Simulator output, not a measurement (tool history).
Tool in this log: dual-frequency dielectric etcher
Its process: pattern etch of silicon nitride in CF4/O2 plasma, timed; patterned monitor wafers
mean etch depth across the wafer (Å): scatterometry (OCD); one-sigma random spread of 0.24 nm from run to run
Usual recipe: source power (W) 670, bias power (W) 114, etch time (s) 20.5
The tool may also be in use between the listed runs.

run	day	source power (W)	bias power (W)	etch time (s)	read-back reference wafer on the same gauge, depth_nm	mean etch depth across the wafer (Å)
1	0.000	670	114	20.5	47.66	425.0
2	3.704	670	114	20.5	47.58	422.6
3	7.421	670	114	20.5	47.63	425.2
# day 17.446: wet clean of the chamber
4	20.117	670	114	20.5	47.59	416.8
5	23.771	670	114	20.5	47.62	419.1
6	26.175	670	128	20.5	47.63	438.1
# day 28.183: bias power generator calibrated
7	29.579	670	128	20.5	47.61	439.4
8	31.862	670	128	20.5	47.57	440.5
# day 33.062: upper electrode replaced
9	35.421	670	114	20.5	47.60	427.7
10	39.225	770	92	24.5	47.58	510.4
# day 40.292: source power generator calibrated
11	40.833	770	92	24.5	47.56	508.8

The next listed run, before its measurement:
# day 41.929: gauge calibrated
# day 44.608: wet clean of the chamber
12	44.629	740	92	25.5	?	?

Run 12 produced read-back reference wafer on the same gauge, depth_nm 47.60, mean etch depth across the wafer (Å) 509.3.
If the tool had no hidden condition, the same run with the same run-to-run variation would have returned mean etch depth across the wafer (Å) 508.1.
